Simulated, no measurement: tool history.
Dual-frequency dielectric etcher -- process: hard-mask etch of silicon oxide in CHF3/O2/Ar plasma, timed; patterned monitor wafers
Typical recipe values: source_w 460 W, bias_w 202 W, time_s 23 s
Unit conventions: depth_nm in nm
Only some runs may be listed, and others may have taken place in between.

| run | hour | source_w | bias_w | time_s | read-back reference wafer on the same gauge, depth_nm | depth_nm |
|---|---|---|---|---|---|---|
| 1 | 0 | 530 | 202 | 23 | 38.8 | 41.88 |
| 2 | 31.1 | 460 | 202 | 25.5 | 38.8 | 45.07 |
| 3 | 61.9 | 520 | 202 | 23 | 38.8 | 41.72 |
| 4 | 84.9 | 520 | 202 | 23 | 38.79 | 41.75 |
| 5 | 171.3 | 520 | 202 | 23 | 38.8 | 41.63 |
| 6 | 191.8 | 460 | 202 | 23 | 38.81 | 40.48 |
| 7 | 225 | 460 | 202 | 23 | 38.8 | 40.56 |
| 8 | 253.7 | 460 | 202 | 23 | 38.79 | 40.42 |
| 9 | 274.1 | 460 | 202 | 23 | 38.8 | 40.47 |
| 10 | 286.4 | 460 | 202 | 23 | 38.79 | 40.38 |
|  | 298.3 | gauge calibrated |
|  | 304.4 | bias power generator calibrated |
| 11 | 304.9 | 460 | 202 | 23 | 38.8 | 40.46 |
| 12 | 328.8 | 460 | 202 | 23 | 38.81 | 40.4 |
| 13 | 358.4 | 570 | 202 | 23 | 38.8 | 42.19 |
| 14 | 373 | 460 | 202 | 23 | 38.8 | 40.42 |
|  | 410.9 | wet clean of the chamber |
|  | 416.2 | source power generator calibrated |
|  | 424.5 | upper electrode replaced |
| 15 | 425 | 460 | 202 | 23 | 38.82 | 41.17 |
| 16 | 425.4 | 400 | 235 | 27.5 | 38.82 | 50.67 |
| 17 | 444.7 | 460 | 164 | 16 | 38.8 | 26.6 |
| 18 | 497.6 | 560 | 202 | 23 | 38.79 | 42.79 |
| 19 | 513.8 | 460 | 230 | 16.5 | 38.79 | 30.88 |
| 20 | 549 | 510 | 202 | 19 | 38.8 | 34.66 |
| 21 | 577.7 | 570 | 202 | 29.5 | 38.79 | 54.93 |
| 22 | 682.6 | 500 | 202 | 16.5 | 38.8 | 29.83 |
| 23 | 705 | 540 | 185 | 28 | 38.79 | 49.76 |

Predict each of these 3 candidate next runs independently; none follows another, all start after run 23:
| A | 705.4 | 460 | 179 | 23 | ? | ? |
| B | 705.4 | 460 | 202 | 21 | ? | ? |
| C | 705.4 | 510 | 166 | 23 | ? | ? |

| run | read-back reference wafer on the same gauge, depth_nm | depth_nm |
|---|---|---|
| A | 38.8 | 39.22 |
| B | 38.8 | 37.34 |
| C | 38.8 | 39.08 |
The same runs, with their run-to-run variation unchanged, on a tool lacking any hidden condition would have given:
| run | depth_nm |
|---|---|
| A | 39.4 |
| B | 37.51 |
| C | 39.26 |
